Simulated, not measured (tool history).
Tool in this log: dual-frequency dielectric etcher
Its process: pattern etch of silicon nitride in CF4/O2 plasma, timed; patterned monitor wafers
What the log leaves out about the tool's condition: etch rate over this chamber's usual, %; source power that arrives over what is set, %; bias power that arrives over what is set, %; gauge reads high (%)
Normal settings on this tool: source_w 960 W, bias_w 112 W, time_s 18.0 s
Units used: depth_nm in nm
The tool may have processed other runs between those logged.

run    hour  source_w  bias_w  time_s  wafers since the last listed run  hours since the last wet clean  hours since the last source power generator calibration  hours since the last bias power generator calibration  hours since the last upper electrode change  hours since the gauge calibration  read-back reference wafer on the same gauge, depth_nm  depth_nm
  1     0.0       960     112    18.0                                 0                           244.9                                                   2219.0                                                 3072.7                                       2153.5                              197.8                                                   56.2      57.5
  2    91.4       960     112    18.0                              1279                           336.3                                                   2310.4                                                 3164.1                                       2244.9                              289.2                                                   56.2      57.0
  3   186.7       960     112    18.0                              1333                           431.6                                                   2405.7                                                 3259.4                                       2340.2                              384.5                                                   56.2      57.1
  4   230.1       960     112    16.5                               607                           475.0                                                   2449.1                                                 3302.8                                       2383.6                              427.9                                                   56.2      52.6
  5   344.3       960     112    16.5                              1598                           589.2                                                   2563.3                                                 3417.0                                       2497.8                              542.1                                                   56.2      52.5
      437.4  -- wet clean of the chamber
  6   437.9       960     112    16.5                               974                             0.5                                                   2656.9                                                 3510.6                                       2591.4                              635.7                                                   56.2      51.9
      462.8  -- upper electrode replaced
  7   493.2       820     112    18.0                               438                            55.8                                                   2712.2                                                 3565.9                                         30.4                              691.0                                                   56.2      47.9
      542.5  -- bias power generator calibrated
  8   595.6       820     112    18.0                              1377                           158.2                                                   2814.6                                                   53.1                                        132.8                              793.4                                                   56.2      48.0
  9   702.1       960     105    16.0                              1490                           264.7                                                   2921.1                                                  159.6                                        239.3                              899.9                                                   56.2      49.7
      730.3  -- source power generator calibrated
 10   751.5       960     112    18.0                               635                           314.1                                                     21.2                                                  209.0                                        288.7                              949.3                                                   56.2      60.0
 11   828.0       960      95    18.0                              1070                           390.6                                                     97.7                                                  285.5                                        365.2                             1025.8                                                   56.2      57.7
 12   887.6       820     104    16.5                               834                           450.2                                                    157.3                                                  345.1                                        424.8                             1085.4                                                   56.2      45.4
      905.6  -- gauge calibrated
 13   924.0       820     112    18.0                               509                           486.6                                                    193.7                                                  381.5                                        461.2                               18.4                                                   56.2      50.9
      992.6  -- wet clean of the chamber
 14   993.1       880      97    20.5                               631                             0.5                                                    262.8                                                  450.6                                        530.3                               87.5                                                   56.2      59.1
 15  1084.6      1150     130    22.0                              1280                            92.0                                                    354.3                                                  542.1                                        621.8                              179.0                                                   56.2      91.4
 16  1189.4       890     112    18.0                              1466                           196.8                                                    459.1                                                  646.9                                        726.6                              283.8                                                   56.2      54.8
 17  1281.9       960     112    18.0                              1294                           289.3                                                    551.6                                                  739.4                                        819.1                              376.3                                                   56.2      59.8
 18  1368.7      1060      90    14.0                              1214                           376.1                                                    638.4                                                  826.2                                        905.9                              463.1                                                   56.2      48.6

Forecast each of these 3 alternatives for the next run:
  A  1369.1       960     112    18.0                                 5                           376.5                                                    638.8                                                  826.6                                        906.3                              463.5                                                      ?         ?
  B  1369.1       960      99    18.0                                 5                           376.5                                                    638.8                                                  826.6                                        906.3                              463.5                                                      ?         ?
  C  1369.1       800     136    21.0                                 5                           376.5                                                    638.8                                                  826.6                                        906.3                              463.5                                                      ?         ?

run  read-back reference wafer on the same gauge, depth_nm  depth_nm
  A                                                   56.2      59.6
  B                                                   56.2      57.7
  C                                                   56.2      60.4
What these runs would have given with no unlogged condition in the tool:
run  depth_nm
  A      59.1
  B      57.2
  C      59.9
